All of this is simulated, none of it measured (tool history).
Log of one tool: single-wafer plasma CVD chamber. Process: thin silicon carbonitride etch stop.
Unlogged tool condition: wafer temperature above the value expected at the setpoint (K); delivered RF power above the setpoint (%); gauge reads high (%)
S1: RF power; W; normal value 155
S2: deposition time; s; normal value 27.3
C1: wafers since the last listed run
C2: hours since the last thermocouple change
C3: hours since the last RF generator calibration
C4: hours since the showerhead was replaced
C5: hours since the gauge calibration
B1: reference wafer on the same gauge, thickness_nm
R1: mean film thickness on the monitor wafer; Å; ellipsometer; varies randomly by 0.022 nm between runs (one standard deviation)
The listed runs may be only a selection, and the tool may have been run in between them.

run   hour   S1    S2   C1     C2      C3      C4     C5      B1      R1
  1    0.0  130  27.3    0  748.0   896.9  3504.3   55.8  11.899  137.98
  2   23.4  130  27.3  408  771.4   920.3  3527.7   79.2  11.899  137.34
  3   36.1  130  27.3  221  784.1   933.0  3540.4   91.9  11.900  137.00
  4   62.7  155  27.3  463  810.7   959.6  3567.0  118.5  11.901  143.46
  5   91.6  155  31.0  504  839.6   988.5  3595.9  147.4  11.901  162.56
  6  110.7  155  29.0  333  858.7  1007.6  3615.0  166.5  11.901  152.66
  7  136.4  155  29.0  448  884.4  1033.3  3640.7  192.2  11.899  151.81
     155.3  -- thermocouple changed; heater temperature recalibrated
  8  165.9  155  29.0  374   10.6  1062.8  3670.2  221.7  11.904  152.25
  9  191.5  155  28.4  446   36.2  1088.4  3695.8  247.3  11.902  148.91
 10  219.4  155  23.6  486   64.1  1116.3  3723.7  275.2  11.900  123.97
 11  247.3  140  27.3  486   92.0  1144.2  3751.6  303.1  11.901  139.52
 12  272.1  155  27.3  432  116.8  1169.0  3776.4  327.9  11.898  142.79
     295.0  -- RF generator calibrated
 13  295.7  155  24.6  272  140.4     0.7  3800.0  351.5  11.897  132.29
     304.8  -- gauge calibrated
 14  317.5  155  27.3  380  162.2    22.5  3821.8   12.7  11.901  146.05
 15  346.5  175  32.2  505  191.2    51.5  3850.8   41.7  11.901  178.27
     372.0  -- showerhead replaced
 16  379.6  155  23.1  437  224.3    84.6     7.6   74.8  11.899  123.97
 17  393.3  155  29.0  238  238.0    98.3    21.3   88.5  11.896  155.53
 18  423.2  175  24.6  521  267.9   128.2    51.2  118.4  11.900  135.68
 19  440.5  180  29.8  301  285.2   145.5    68.5  135.7  11.899  165.40
 20  474.6  155  31.8  594  319.3   179.6   102.6  169.8  11.897  169.90

For each run, what was the tool's unlogged condition?
wafer temperature above the value expected at the setpoint (K): 0 in every run
gauge reads high (%): 0 in every run
H1: delivered RF power above the setpoint (%)
run      H1
  1   -7.66
  2   -7.82
  3   -7.91
  4   -8.09
  5   -8.28
  6   -8.41
  7   -8.59
  8   -8.79
  9   -8.96
 10   -9.15
 11   -9.34
 12   -9.51
 13  -0.235
 14  -0.383
 15   -0.58
 16  -0.804
 17  -0.897
 18    -1.1
 19   -1.22
 20   -1.45

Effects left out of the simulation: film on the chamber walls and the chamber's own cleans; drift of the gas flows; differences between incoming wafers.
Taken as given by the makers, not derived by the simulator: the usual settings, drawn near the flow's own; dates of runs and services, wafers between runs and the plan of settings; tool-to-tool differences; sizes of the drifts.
